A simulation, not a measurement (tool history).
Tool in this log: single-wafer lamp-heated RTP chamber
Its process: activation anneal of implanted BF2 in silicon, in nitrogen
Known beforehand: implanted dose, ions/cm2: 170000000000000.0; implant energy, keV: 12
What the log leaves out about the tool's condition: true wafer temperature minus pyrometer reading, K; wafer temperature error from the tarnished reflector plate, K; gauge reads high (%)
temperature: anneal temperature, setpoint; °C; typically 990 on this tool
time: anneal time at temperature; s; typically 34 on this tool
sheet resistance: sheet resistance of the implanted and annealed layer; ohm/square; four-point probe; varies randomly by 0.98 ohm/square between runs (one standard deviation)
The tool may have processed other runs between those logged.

run,hour,temperature,time,wafers since the last listed run,wafers since the last pyrometer calibration,wafers since the reflector plate was cleaned,hours since the gauge calibration,"read-back reference wafer on the same gauge, sheet resistance",sheet resistance
1,0.0,990,46,0,4147,2135,1106.8,646.19,642.11
2,61.1,990,46,747,4894,2882,1167.9,646.26,643.62
3,144.8,990,46,1024,5919,3907,1251.6,646.28,640.62
4,211.1,990,34,811,6730,4718,1317.9,646.03,646.66
5,272.0,990,34,745,7475,5463,1378.8,645.67,645.27
# hour 290.7: pyrometer window cleaned and pyrometer calibrated
6,309.6,990,34,362,230,5825,1416.4,645.81,651.61
7,392.3,980,34,1011,1242,6837,1499.1,646.19,652.79
8,448.8,980,34,691,1933,7528,1555.6,645.89,653.52
# hour 493.7: reflector plate cleaned
9,551.3,980,34,1156,3090,705,1658.1,645.61,650.94
10,604.0,998,34,644,3735,1350,1710.8,645.98,645.38
11,678.1,998,34,906,4641,2256,1784.9,646.28,643.82
12,718.0,998,34,488,5129,2744,1824.8,646.15,645.22
13,769.9,990,34,635,5765,3380,1876.7,646.47,646.31
14,853.9,990,34,1027,6792,4407,1960.7,646.23,643.75
# hour 897.7: pyrometer window cleaned and pyrometer calibrated
15,948.8,990,34,1063,625,5471,2055.6,646.32,651.91
16,1022.1,990,41,896,1522,6368,2128.9,646.05,646.48
# hour 1077.8: gauge calibrated
17,1122.1,1003,16,1223,2745,7591,44.3,645.74,655.52
# hour 1174.0: reflector plate cleaned
18,1213.7,990,34,1022,3768,485,135.9,645.91,648.79
19,1257.6,990,34,537,4305,1023,179.8,645.64,648.08
20,1357.8,1010,20,1226,5531,2249,280.0,646.36,650.96
21,1429.0,970,25,871,6403,3120,351.2,646.04,656.48
# hour 1483.5: pyrometer window cleaned and pyrometer calibrated
22,1523.8,990,34,1062,493,4182,446.0,646.13,649.50
23,1561.0,1016,34,455,948,4637,483.2,646.24,640.12
24,1607.3,980,34,566,1515,5204,529.5,646.23,653.79
25,1671.5,1007,47,785,2300,5989,593.7,646.07,636.70
26,1711.3,1002,14,486,2787,6476,633.5,645.85,656.29
27,1779.8,1015,43,838,3625,7314,702.0,646.08,634.01
# hour 1847.7: reflector plate cleaned
28,1883.3,990,34,1168,4794,435,805.5,645.83,644.76
29,1955.7,990,46,885,5680,1321,877.9,646.14,640.05
30,2046.4,990,27,1109,6789,2431,968.6,645.87,651.20
31,2153.1,1005,26,1305,8095,3737,1075.3,645.83,645.03
# hour 2191.6: pyrometer window cleaned and pyrometer calibrated
32,2195.3,1001,28,418,45,4155,1117.5,646.23,647.97
33,2237.7,970,17,518,564,4674,1159.9,646.21,663.23
34,2344.6,990,34,1308,1872,5982,1266.8,646.09,648.61
35,2445.9,976,34,1239,3111,7221,1368.1,645.81,653.25
# hour 2553.9: reflector plate cleaned
36,2554.4,1000,45,1229,4341,6,1476.6,646.10,635.38

Describe how what the log doesn't record of the tool's condition differs between the last listed run preceding each entry between runs and the first listed run following it.
After run 5, before run 6: pyrometer window cleaned and pyrometer calibrated (hour 290.7)
  true wafer temperature minus pyrometer reading, K: 12.2 -> 1.06
  measured minus no-state result, sheet resistance: -4.54 -> -0.39 ohm/square
After run 8, before run 9: reflector plate cleaned (hour 493.7)
  true wafer temperature minus pyrometer reading, K: 3.72 -> 5.67
  measured minus no-state result, sheet resistance: -1.48 -> -2.20 ohm/square
After run 14, before run 15: pyrometer window cleaned and pyrometer calibrated (hour 897.7)
  true wafer temperature minus pyrometer reading, K: 11.4 -> 1.14
  measured minus no-state result, sheet resistance: -4.24 -> -0.42 ohm/square
After run 16, before run 17: gauge calibrated (hour 1077.8)
  true wafer temperature minus pyrometer reading, K: 2.54 -> 4.44
  measured minus no-state result, sheet resistance: -1.03 -> -1.02 ohm/square
After run 17, before run 18: reflector plate cleaned (hour 1174.0)
  true wafer temperature minus pyrometer reading, K: 4.44 -> 6.19
  measured minus no-state result, sheet resistance: -1.02 -> -2.29 ohm/square
After run 21, before run 22: pyrometer window cleaned and pyrometer calibrated (hour 1483.5)
  true wafer temperature minus pyrometer reading, K: 10.3 -> 2.43
  measured minus no-state result, sheet resistance: -4.83 -> -0.89 ohm/square
After run 27, before run 28: reflector plate cleaned (hour 1847.7)
  true wafer temperature minus pyrometer reading, K: 7.31 -> 9.28
  measured minus no-state result, sheet resistance: -2.94 -> -3.43 ohm/square
After run 31, before run 32: pyrometer window cleaned and pyrometer calibrated (hour 2191.6)
  true wafer temperature minus pyrometer reading, K: 14.4 -> 1.86
  measured minus no-state result, sheet resistance: -4.69 -> -0.63 ohm/square
After run 35, before run 36: reflector plate cleaned (hour 2553.9)
  true wafer temperature minus pyrometer reading, K: 6.63 -> 8.7
  measured minus no-state result, sheet resistance: -2.85 -> -3.62 ohm/square
